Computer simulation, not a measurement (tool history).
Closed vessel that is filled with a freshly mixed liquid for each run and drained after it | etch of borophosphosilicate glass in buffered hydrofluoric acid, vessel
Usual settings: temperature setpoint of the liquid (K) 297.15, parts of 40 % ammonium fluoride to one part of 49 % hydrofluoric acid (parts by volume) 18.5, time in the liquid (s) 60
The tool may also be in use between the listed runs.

run    hour  temperature setpoint of the liquid (K)  parts of 40 % ammonium fluoride to one part of 49 % hydrofluoric acid (parts by volume)  time in the liquid (s)  wafers since the last listed run  hours since the thermometer was replaced  hours since the hydrofluoric acid flow meter was replaced  hours since the gauge calibration  read-back film thickness of the borophosphosilicate glass reference wafer, read on the same gauge (nm)  thickness taken off the borophosphosilicate glass on a monitor wafer (nm)
  1       0                                  297.15                                                                                     18.5                      40                                 0                                    1027.4                                                      754.6                              718.5                                                                                                   50.01                                                                      29.49
  2   106.6                                  297.15                                                                                     18.5                      60                             15479                                      1134                                                      861.2                              825.1                                                                                                   49.98                                                                      43.34
  3   209.8                                  297.15                                                                                     18.5                      60                             14985                                    1237.2                                                      964.4                              928.3                                                                                                   49.99                                                                      44.03
  4   255.4                                  297.15                                                                                     18.5                      60                              6621                                    1282.8                                                       1010                              973.9                                                                                                      50                                                                       43.6
  5   451.5                                  297.15                                                                                     18.5                      60                             28475                                    1478.9                                                     1206.1                               1170                                                                                                   50.01                                                                      43.46
  6   557.9                                  298.65                                                                                       17                      60                             15450                                    1585.3                                                     1312.5                             1276.4                                                                                                      50                                                                      51.91
      579.6  -- gauge calibrated
  7   657.6                                  297.15                                                                                     18.5                      60                             14477                                      1685                                                     1412.2                                 78                                                                                                      50                                                                      43.96
  8   703.3                                  297.15                                                                                     18.5                      60                              6636                                    1730.7                                                     1457.9                              123.7                                                                                                   49.99                                                                      43.84
  9   790.2                                  297.15                                                                                     18.5                      60                             12618                                    1817.6                                                     1544.8                              210.6                                                                                                      50                                                                      44.12
 10   834.5                                  297.15                                                                                     18.5                      60                              6432                                    1861.9                                                     1589.1                              254.9                                                                                                   49.99                                                                      43.87
      880.3  -- thermometer replaced
      882.1  -- hydrofluoric acid flow meter replaced
 11   934.1                                  297.15                                                                                     18.5                      60                             14172                                      53.8                                                         52                              354.5                                                                                                      50                                                                      43.86
 12   978.6                                  297.15                                                                                     21.5                      60                              6461                                      98.3                                                       96.5                                399                                                                                                   49.97                                                                      38.84
 13  1072.3                                  300.15                                                                                     18.5                      60                             13606                                       192                                                      190.2                              492.7                                                                                                      50                                                                      51.16
 14  1161.8                                  297.15                                                                                     18.5                      60                             12996                                     281.5                                                      279.7                              582.2                                                                                                   49.99                                                                      43.07
 15  1244.3                                  297.15                                                                                     15.5                      85                             11979                                       364                                                      362.2                              664.7                                                                                                   49.99                                                                      74.19
 16  1283.5                                  297.15                                                                                       15                      30                              5692                                     403.2                                                      401.4                              703.9                                                                                                      50                                                                      27.15
 17  1341.4                                  301.15                                                                                       16                      75                              8407                                     461.1                                                      459.3                              761.8                                                                                                   50.01                                                                      76.85
 18  1412.1                                  299.15                                                                                     25.5                      95                             10266                                     531.8                                                        530                              832.5                                                                                                   50.01                                                                      60.65
 19  1480.6                                  300.15                                                                                     15.5                      45                              9946                                     600.3                                                      598.5                                901                                                                                                   50.01                                                                      46.57
 20  1525.4                                  297.15                                                                                     18.5                      50                              6505                                     645.1                                                      643.3                              945.8                                                                                                   50.02                                                                      36.67
 21  1625.2                                  301.65                                                                                     23.5                      45                             14491                                     744.9                                                      743.1                             1045.6                                                                                                   49.99                                                                      34.82

Hidden state at the last listed run before each entry between runs and at the first one after, where it differs:
Between runs 6 and 7: gauge calibrated (hour 579.6)
  no hidden state differs between the two runs
Between runs 10 and 11: thermometer replaced (hour 880.3); hydrofluoric acid flow meter replaced (hour 882.1)
  no hidden state differs between the two runs

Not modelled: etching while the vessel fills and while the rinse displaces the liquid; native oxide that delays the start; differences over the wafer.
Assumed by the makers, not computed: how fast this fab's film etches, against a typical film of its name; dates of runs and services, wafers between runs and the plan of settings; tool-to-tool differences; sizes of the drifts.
